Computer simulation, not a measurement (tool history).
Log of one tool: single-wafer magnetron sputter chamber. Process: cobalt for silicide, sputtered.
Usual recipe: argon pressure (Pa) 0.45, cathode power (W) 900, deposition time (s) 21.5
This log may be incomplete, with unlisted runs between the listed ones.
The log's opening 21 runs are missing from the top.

| run | hour | argon pressure (Pa) | cathode power (W) | deposition time (s) | wafers since the last listed run | wafers on the sputter target | hours since the last manometer calibration | hours since the magnet pack was replaced | hours since the gauge calibration | read-back reference wafer on the same gauge, thickness_nm | mean film thickness on the monitor wafer (Å) |
|---|---|---|---|---|---|---|---|---|---|---|---|
| 22 | 606.2 | 0.606 | 1050 | 19 | 517 | 4876 | 77.3 | 37.4 | 1385.5 | 8.308 | 87.75 |
|  | 615 | sputter target and shields replaced |
| 23 | 641.7 | 0.45 | 900 | 17.2 | 537 | 522 | 112.8 | 72.9 | 1421 | 8.293 | 73.97 |
|  | 654.4 | gauge calibrated |
| 24 | 699.9 | 0.32 | 950 | 21.5 | 1137 | 1660 | 171 | 131.1 | 45.5 | 8.407 | 105.74 |
| 25 | 727.8 | 0.309 | 750 | 25.3 | 545 | 2205 | 198.9 | 159 | 73.4 | 8.423 | 98.92 |
| 26 | 740.5 | 0.585 | 900 | 21.5 | 248 | 2453 | 211.6 | 171.7 | 86.1 | 8.405 | 87.22 |
| 27 | 772.8 | 0.523 | 900 | 21.5 | 631 | 3085 | 243.9 | 204 | 118.4 | 8.408 | 89.2 |
| 28 | 801.6 | 0.45 | 900 | 21.5 | 562 | 3648 | 272.7 | 232.8 | 147.2 | 8.385 | 93.23 |
| 29 | 816.8 | 0.45 | 900 | 21.5 | 297 | 3945 | 287.9 | 248 | 162.4 | 8.387 | 93.37 |
| 30 | 832.9 | 0.337 | 900 | 24.8 | 314 | 4259 | 304 | 264.1 | 178.5 | 8.384 | 113.64 |
| 31 | 849.4 | 0.282 | 700 | 21.5 | 322 | 4582 | 320.5 | 280.6 | 195 | 8.377 | 79.34 |
| 32 | 876.2 | 0.45 | 900 | 21.5 | 523 | 5106 | 347.3 | 307.4 | 221.8 | 8.369 | 92.75 |
|  | 912.5 | sputter target and shields replaced |
| 33 | 913 | 0.45 | 800 | 21.5 | 562 | 9 | 384.1 | 344.2 | 258.6 | 8.374 | 82.58 |
| 34 | 945 | 0.522 | 700 | 22.9 | 625 | 634 | 416.1 | 376.2 | 290.6 | 8.362 | 74.12 |

5 ways to go on from here, each from the tool as it stands after run 34. What would each give?
| A | 945.4 | 0.359 | 900 | 21.5 | 7 | 642 | 416.5 | 376.6 | 291 | ? | ? |
| B | 945.4 | 0.376 | 1000 | 24.6 | 7 | 642 | 416.5 | 376.6 | 291 | ? | ? |
| C | 945.4 | 0.45 | 1000 | 18.5 | 7 | 642 | 416.5 | 376.6 | 291 | ? | ? |
| D | 945.4 | 0.566 | 900 | 24.5 | 7 | 642 | 416.5 | 376.6 | 291 | ? | ? |
| E | 945.4 | 0.45 | 900 | 18.9 | 7 | 642 | 416.5 | 376.6 | 291 | ? | ? |

| run | read-back reference wafer on the same gauge, thickness_nm | mean film thickness on the monitor wafer (Å) |
|---|---|---|
| A | 8.378 | 97.13 |
| B | 8.378 | 122.38 |
| C | 8.378 | 88.51 |
| D | 8.378 | 99.34 |
| E | 8.378 | 81.38 |
Without the tool's hidden state the same runs would have given:
| run | mean film thickness on the monitor wafer (Å) |
|---|---|
| A | 97.86 |
| B | 123.29 |
| C | 89.17 |
| D | 100.09 |
| E | 81.99 |
